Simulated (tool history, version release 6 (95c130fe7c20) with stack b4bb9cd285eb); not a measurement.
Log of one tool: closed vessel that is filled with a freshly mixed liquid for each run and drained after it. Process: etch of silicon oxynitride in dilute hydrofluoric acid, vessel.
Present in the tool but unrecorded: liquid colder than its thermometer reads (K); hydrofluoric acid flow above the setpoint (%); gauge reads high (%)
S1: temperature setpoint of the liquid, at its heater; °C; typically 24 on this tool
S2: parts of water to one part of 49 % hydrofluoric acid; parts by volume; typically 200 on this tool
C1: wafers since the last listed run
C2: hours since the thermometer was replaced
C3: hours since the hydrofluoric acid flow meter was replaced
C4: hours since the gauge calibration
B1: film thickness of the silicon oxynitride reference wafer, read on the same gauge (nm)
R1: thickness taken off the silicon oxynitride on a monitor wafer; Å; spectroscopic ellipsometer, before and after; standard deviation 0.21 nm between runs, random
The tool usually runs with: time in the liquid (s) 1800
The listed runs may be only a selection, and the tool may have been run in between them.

run 1 hour=0 | S1=24 S2=200 time_in_the_liquid_(s)=2435 | C1=0 C2=564.3 C3=1043 C4=857.4 | B1=90.02 | R1=301.6
run 2 hour=91.1 | S1=24 S2=200 time_in_the_liquid_(s)=2435 | C1=4137 C2=655.4 C3=1134.1 C4=948.5 | B1=90.01 | R1=300
run 3 hour=186.1 | S1=26 S2=200 time_in_the_liquid_(s)=1800 | C1=4314 C2=750.4 C3=1229.1 C4=1043.5 | B1=90.02 | R1=241.8
-- hour=223.6 gauge calibrated
run 4 hour=463.6 | S1=26 S2=200 time_in_the_liquid_(s)=1800 | C1=12601 C2=1027.9 C3=1506.6 C4=240 | B1=89.96 | R1=243.4
run 5 hour=501.2 | S1=26 S2=200 time_in_the_liquid_(s)=1800 | C1=1707 C2=1065.5 C3=1544.2 C4=277.6 | B1=90.02 | R1=236.1
run 6 hour=602.4 | S1=24 S2=200 time_in_the_liquid_(s)=1800 | C1=4595 C2=1166.7 C3=1645.4 C4=378.8 | B1=90.02 | R1=217.7
run 7 hour=677.2 | S1=24 S2=200 time_in_the_liquid_(s)=1800 | C1=3396 C2=1241.5 C3=1720.2 C4=453.6 | B1=89.98 | R1=220.2
run 8 hour=732.7 | S1=24 S2=160 time_in_the_liquid_(s)=1800 | C1=2520 C2=1297 C3=1775.7 C4=509.1 | B1=90.02 | R1=287.9
-- hour=819.9 hydrofluoric acid flow meter replaced
run 9 hour=832.2 | S1=24 S2=120 time_in_the_liquid_(s)=2480 | C1=4473 C2=1396.5 C3=12.3 C4=608.6 | B1=89.99 | R1=543.8
run 10 hour=901.4 | S1=24 S2=120 time_in_the_liquid_(s)=2480 | C1=3142 C2=1465.7 C3=81.5 C4=677.8 | B1=89.98 | R1=540.8
-- hour=945.1 thermometer replaced
run 11 hour=951.7 | S1=24 S2=120 time_in_the_liquid_(s)=2480 | C1=2238 C2=6.6 C3=131.8 C4=728.1 | B1=89.97 | R1=543.9
run 12 hour=1047.3 | S1=24 S2=200 time_in_the_liquid_(s)=1290 | C1=4341 C2=102.2 C3=227.4 C4=823.7 | B1=89.98 | R1=156.5
run 13 hour=1120.2 | S1=27.5 S2=200 time_in_the_liquid_(s)=1800 | C1=3310 C2=175.1 C3=300.3 C4=896.6 | B1=89.95 | R1=261.7
run 14 hour=1180 | S1=22.5 S2=120 time_in_the_liquid_(s)=2110 | C1=2715 C2=234.9 C3=360.1 C4=956.4 | B1=90.01 | R1=424.7
run 15 hour=1259.5 | S1=24 S2=200 time_in_the_liquid_(s)=1800 | C1=3610 C2=314.4 C3=439.6 C4=1035.9 | B1=90.01 | R1=219.8
run 16 hour=1326.2 | S1=19.5 S2=170 time_in_the_liquid_(s)=2760 | C1=3029 C2=381.1 C3=506.3 C4=1102.6 | B1=89.99 | R1=330.7
run 17 hour=1402.2 | S1=24 S2=280 time_in_the_liquid_(s)=1020 | C1=3451 C2=457.1 C3=582.3 C4=1178.6 | B1=89.98 | R1=82.8
-- hour=1557.8 gauge calibrated
run 18 hour=1584.5 | S1=24 S2=200 time_in_the_liquid_(s)=1800 | C1=8278 C2=639.4 C3=764.6 C4=26.7 | B1=89.99 | R1=221.1
run 19 hour=1623.5 | S1=24 S2=200 time_in_the_liquid_(s)=830 | C1=1771 C2=678.4 C3=803.6 C4=65.7 | B1=90.04 | R1=100.2
run 20 hour=1682 | S1=22 S2=250 time_in_the_liquid_(s)=1800 | C1=2656 C2=736.9 C3=862.1 C4=124.2 | B1=90.03 | R1=157.2
run 21 hour=1775.2 | S1=21.5 S2=200 time_in_the_liquid_(s)=1800 | C1=4232 C2=830.1 C3=955.3 C4=217.4 | B1=90.03 | R1=195.9
run 22 hour=1861.7 | S1=21 S2=295 time_in_the_liquid_(s)=1800 | C1=3928 C2=916.6 C3=1041.8 C4=303.9 | B1=90 | R1=122.4
run 23 hour=1922.7 | S1=24 S2=200 time_in_the_liquid_(s)=1800 | C1=2770 C2=977.6 C3=1102.8 C4=364.9 | B1=90.01 | R1=220.7
run 24 hour=2029.3 | S1=27 S2=270 time_in_the_liquid_(s)=975 | C1=4840 C2=1084.2 C3=1209.4 C4=471.5 | B1=90.03 | R1=95.9
run 25 hour=2094.5 | S1=28 S2=200 time_in_the_liquid_(s)=1800 | C1=2960 C2=1149.4 C3=1274.6 C4=536.7 | B1=90.03 | R1=260
run 26 hour=2178.7 | S1=20 S2=135 time_in_the_liquid_(s)=2815 | C1=3823 C2=1233.6 C3=1358.8 C4=620.9 | B1=89.97 | R1=442.8
run 27 hour=2283.4 | S1=22 S2=155 time_in_the_liquid_(s)=2470 | C1=4754 C2=1338.3 C3=1463.5 C4=725.6 | B1=90.01 | R1=369.7

Hidden state at the last listed run before each entry between runs and at the first one after, where it differs:
In the gap between runs 3 and 4: gauge calibrated (hour 223.6)
  nothing in the hidden state changes from one run to the other
In the gap between runs 8 and 9: hydrofluoric acid flow meter replaced (hour 819.9)
  nothing in the hidden state changes from one run to the other
In the gap between runs 10 and 11: thermometer replaced (hour 945.1)
  nothing in the hidden state changes from one run to the other
In the gap between runs 17 and 18: gauge calibrated (hour 1557.8)
  nothing in the hidden state changes from one run to the other
